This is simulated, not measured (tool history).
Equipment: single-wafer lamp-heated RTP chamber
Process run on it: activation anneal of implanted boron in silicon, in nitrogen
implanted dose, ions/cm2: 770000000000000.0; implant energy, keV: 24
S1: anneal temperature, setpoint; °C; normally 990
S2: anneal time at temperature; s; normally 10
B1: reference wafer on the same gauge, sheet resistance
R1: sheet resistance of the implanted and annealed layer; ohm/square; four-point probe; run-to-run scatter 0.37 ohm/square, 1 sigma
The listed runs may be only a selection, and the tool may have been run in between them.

run	hour	S1	S2	B1	R1
1	0.0	990	10	164.88	161.12
2	56.1	990	10	165.09	160.78
3	92.4	998	10	164.97	156.00
# hour 128.3: reflector plate cleaned
4	162.0	990	10	164.99	159.02
# hour 213.3: pyrometer window cleaned and pyrometer calibrated
5	215.3	990	10	165.05	157.87
6	245.1	990	10	164.91	157.63
7	274.4	990	10	164.97	158.93
8	346.4	990	10	164.99	157.45
# hour 372.4: pyrometer window cleaned and pyrometer calibrated, repeated, since the last time left the tool worse
9	400.4	990	10	165.01	160.99
10	468.7	990	10	164.95	160.36
11	508.0	990	8	164.99	162.27
12	532.8	990	8	165.00	162.33
13	599.7	977	14	165.07	169.15
14	627.2	1019	15	165.13	150.61
15	666.5	979	5	165.08	171.88
# hour 696.6: reflector plate cleaned
16	708.6	990	10	165.04	160.26
# hour 743.1: pyrometer window cleaned and pyrometer calibrated
17	769.6	967	15	165.00	180.00
# hour 807.0: gauge calibrated
18	927.6	960	5	165.01	202.19
19	975.5	974	7	164.94	176.90
20	1014.1	970	13	165.15	176.56
21	1058.6	967	15	165.05	178.99
# hour 1091.4: pyrometer window cleaned and pyrometer calibrated
22	1123.6	978	6	165.05	174.24
23	1163.3	990	12	164.99	160.38
# hour 1200.3: reflector plate cleaned
24	1215.7	1019	14	165.02	150.53

Alternative continuations, all from the tool just after run 24; predict every row:
A	1216.1	990	5	?	?
B	1216.1	976	7	?	?
C	1216.1	999	13	?	?
D	1216.1	978	10	?	?

run	B1	R1
A	165.02	163.55
B	165.02	175.37
C	165.02	155.09
D	165.02	170.66
Without the tool's unlogged condition, the same runs would have read:
run	R1
A	163.76
B	175.71
C	155.20
D	170.95
